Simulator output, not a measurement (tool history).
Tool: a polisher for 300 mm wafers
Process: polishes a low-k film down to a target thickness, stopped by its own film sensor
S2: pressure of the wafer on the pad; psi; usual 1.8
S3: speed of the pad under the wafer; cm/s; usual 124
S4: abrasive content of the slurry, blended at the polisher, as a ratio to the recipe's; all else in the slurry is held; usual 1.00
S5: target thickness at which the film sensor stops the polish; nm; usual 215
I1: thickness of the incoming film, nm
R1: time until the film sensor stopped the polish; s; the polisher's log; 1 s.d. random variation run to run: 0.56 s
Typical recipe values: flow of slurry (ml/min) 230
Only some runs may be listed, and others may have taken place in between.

run 1 hour=0.0 | flow_of_slurry_(ml/min)=175 S2=1.8 S3=124 S4=1.00 S5=215 | I1=249.1 | R1=75.9
run 2 hour=18.6 | flow_of_slurry_(ml/min)=230 S2=1.8 S3=124 S4=1.00 S5=215 | I1=245.5 | R1=66.5
run 3 hour=47.6 | flow_of_slurry_(ml/min)=230 S2=1.8 S3=124 S4=1.00 S5=215 | I1=250.1 | R1=77.3
run 4 hour=74.9 | flow_of_slurry_(ml/min)=230 S2=1.8 S3=124 S4=1.00 S5=215 | I1=247.1 | R1=71.8
run 5 hour=104.0 | flow_of_slurry_(ml/min)=290 S2=1.8 S3=124 S4=1.00 S5=215 | I1=250.7 | R1=80.4
-- hour=113.8 worn pad replaced by a new one, repeated, since the last time left the tool worse
run 6 hour=127.8 | flow_of_slurry_(ml/min)=230 S2=1.8 S3=124 S4=1.00 S5=215 | I1=255.0 | R1=75.1
run 7 hour=158.9 | flow_of_slurry_(ml/min)=230 S2=1.8 S3=124 S4=1.00 S5=215 | I1=250.7 | R1=68.1
run 8 hour=186.0 | flow_of_slurry_(ml/min)=230 S2=1.8 S3=124 S4=1.00 S5=215 | I1=247.4 | R1=61.4
run 9 hour=202.2 | flow_of_slurry_(ml/min)=310 S2=1.5 S3=124 S4=1.20 S5=221 | I1=249.3 | R1=53.1
-- hour=229.6 conditioning disc replaced and pad reconditioned
run 10 hour=230.1 | flow_of_slurry_(ml/min)=230 S2=1.8 S3=124 S4=1.00 S5=215 | I1=248.6 | R1=66.3
run 11 hour=251.9 | flow_of_slurry_(ml/min)=230 S2=1.8 S3=152 S4=1.25 S5=211 | I1=255.7 | R1=65.9
-- hour=311.8 worn pad replaced by a new one
run 12 hour=332.0 | flow_of_slurry_(ml/min)=170 S2=1.3 S3=124 S4=0.80 S5=207 | I1=252.0 | R1=123.4
run 13 hour=352.4 | flow_of_slurry_(ml/min)=230 S2=1.8 S3=124 S4=1.00 S5=215 | I1=245.7 | R1=59.1
run 14 hour=375.8 | flow_of_slurry_(ml/min)=230 S2=1.8 S3=162 S4=1.30 S5=215 | I1=249.6 | R1=46.6
-- hour=396.7 head pressure recalibrated
run 15 hour=408.0 | flow_of_slurry_(ml/min)=165 S2=1.8 S3=154 S4=1.10 S5=215 | I1=254.2 | R1=61.8
run 16 hour=435.9 | flow_of_slurry_(ml/min)=230 S2=1.8 S3=150 S4=1.00 S5=215 | I1=247.2 | R1=52.8
run 17 hour=470.8 | flow_of_slurry_(ml/min)=230 S2=1.8 S3=164 S4=1.00 S5=206 | I1=248.6 | R1=68.6
run 18 hour=506.8 | flow_of_slurry_(ml/min)=205 S2=1.8 S3=156 S4=1.20 S5=215 | I1=248.8 | R1=52.5
-- hour=524.5 worn pad replaced by a new one
run 19 hour=535.7 | flow_of_slurry_(ml/min)=230 S2=1.8 S3=166 S4=0.85 S5=215 | I1=250.0 | R1=59.1
run 20 hour=548.2 | flow_of_slurry_(ml/min)=300 S2=1.8 S3=124 S4=1.00 S5=215 | I1=253.3 | R1=71.4
-- hour=556.7 conditioning disc replaced and pad reconditioned
-- hour=560.3 slurry blender recalibrated
run 21 hour=564.8 | flow_of_slurry_(ml/min)=230 S2=1.4 S3=124 S4=0.80 S5=215 | I1=252.8 | R1=97.3
run 22 hour=584.4 | flow_of_slurry_(ml/min)=165 S2=2.2 S3=100 S4=1.00 S5=206 | I1=250.0 | R1=91.8
run 23 hour=618.1 | flow_of_slurry_(ml/min)=230 S2=1.8 S3=140 S4=1.00 S5=215 | I1=248.2 | R1=58.8
run 24 hour=647.9 | flow_of_slurry_(ml/min)=230 S2=1.8 S3=124 S4=1.00 S5=215 | I1=247.7 | R1=64.2
-- hour=676.1 slurry nozzle cleaned
run 25 hour=676.6 | flow_of_slurry_(ml/min)=230 S2=2.3 S3=124 S4=1.00 S5=212 | I1=249.1 | R1=62.2

Each row is a separate what-if for the run after 25, all from the same tool condition, not one after another. Results?
run A hour=677.1 | flow_of_slurry_(ml/min)=230 S2=1.8 S3=124 S4=1.00 S5=215 | I1=248.3 | R1=?
run B hour=677.1 | flow_of_slurry_(ml/min)=230 S2=1.8 S3=92 S4=0.80 S5=215 | I1=248.3 | R1=?
run C hour=677.1 | flow_of_slurry_(ml/min)=230 S2=1.8 S3=124 S4=1.20 S5=215 | I1=248.3 | R1=?
run D hour=677.1 | flow_of_slurry_(ml/min)=230 S2=2.0 S3=150 S4=1.00 S5=215 | I1=248.3 | R1=?

run=A R1=65.9
run=B R1=98.3
run=C R1=59.4
run=D R1=53.1
With the hidden condition removed and each run's random variation left untouched, the same runs would have given:
run=A R1=62.7
run=B R1=93.5
run=C R1=56.5
run=D R1=50.5

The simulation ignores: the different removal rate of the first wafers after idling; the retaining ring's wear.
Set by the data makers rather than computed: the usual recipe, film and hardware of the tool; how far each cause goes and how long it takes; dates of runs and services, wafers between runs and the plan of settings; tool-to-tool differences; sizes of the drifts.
